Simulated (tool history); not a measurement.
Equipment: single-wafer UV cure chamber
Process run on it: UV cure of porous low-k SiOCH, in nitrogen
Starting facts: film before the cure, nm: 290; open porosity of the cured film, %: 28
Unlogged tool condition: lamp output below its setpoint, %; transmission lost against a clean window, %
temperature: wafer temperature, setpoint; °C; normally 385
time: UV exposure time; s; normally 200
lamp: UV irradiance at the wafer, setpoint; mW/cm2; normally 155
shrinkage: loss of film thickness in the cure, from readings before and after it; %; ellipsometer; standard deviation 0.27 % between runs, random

run,day,temperature,time,lamp,wafers since the last listed run,hours since the UV bulbs were replaced,wafers since the quartz window was cleaned,shrinkage
1,0,385,200,155,0,547.9,1090,14.506
2,2.792,385,200,155,560,614.9,1650,14.303
3,5.396,385,200,155,522,677.4,2173,14.473
4,13.808,385,200,155,1688,879.3,3861,13.911
# day 14.492: quartz window cleaned
5,15.388,385,200,155,250,917.2,180,14.384
6,17.45,385,200,155,413,966.7,594,14.129
7,21.654,385,200,155,843,1067.6,1438,14.274
# day 24.154: UV bulbs replaced
8,24.229,385,200,130,449,1.8,1887,14.705
9,27.6,385,200,130,676,82.7,2564,13.951
10,30.271,371,140,155,536,146.8,3100,13.257
11,32.075,371,140,155,362,190.1,3462,13.272
12,35.108,371,140,155,608,262.9,4071,12.719
# day 36.429: quartz window cleaned
13,37.167,385,200,155,346,312.3,148,14.449
14,40.888,385,200,155,746,401.6,894,14.739
15,51.05,385,200,155,2039,645.5,2934,14.236
16,53.938,370,100,155,579,714.8,3514,10.219
17,56.729,400,200,139,560,781.8,4074,13.753
# day 58.412: quartz window cleaned
18,61.158,367,200,155,822,888.1,550,13.831
19,62.95,404,145,133,359,931.1,910,11.701
# day 64.838: UV bulbs replaced
20,67.404,385,200,155,827,61.6,1737,15.175
# day 77.25: quartz window cleaned
21,79.829,376,295,155,2426,359.8,517,16.822
22,83.967,402,280,177,830,459.1,1348,17.799
23,85.504,385,200,155,308,496,1656,15.023
24,89.475,399,235,155,797,591.3,2453,15.887
25,93.471,397,260,126,802,687.2,3255,14.297
# day 95.867: quartz window cleaned
26,96.229,385,200,155,486,753.4,72,14.447
27,98.875,368,260,123,531,816.9,603,13.905

Here are 5 independent what-if runs from the current tool condition. What would each one return?
A,98.896,385,200,155,4,817.4,607,?
B,98.896,375,200,155,4,817.4,607,?
C,98.896,385,280,155,4,817.4,607,?
D,98.896,395,200,136,4,817.4,607,?
E,98.896,385,105,155,4,817.4,607,?

run,shrinkage
A,14.305
B,14.087
C,16.133
D,13.819
E,10.957
Stripped of hidden state, with their random variation kept, the same runs would have yielded:
run,shrinkage
A,15.936
B,15.712
C,17.806
D,15.437
E,12.496

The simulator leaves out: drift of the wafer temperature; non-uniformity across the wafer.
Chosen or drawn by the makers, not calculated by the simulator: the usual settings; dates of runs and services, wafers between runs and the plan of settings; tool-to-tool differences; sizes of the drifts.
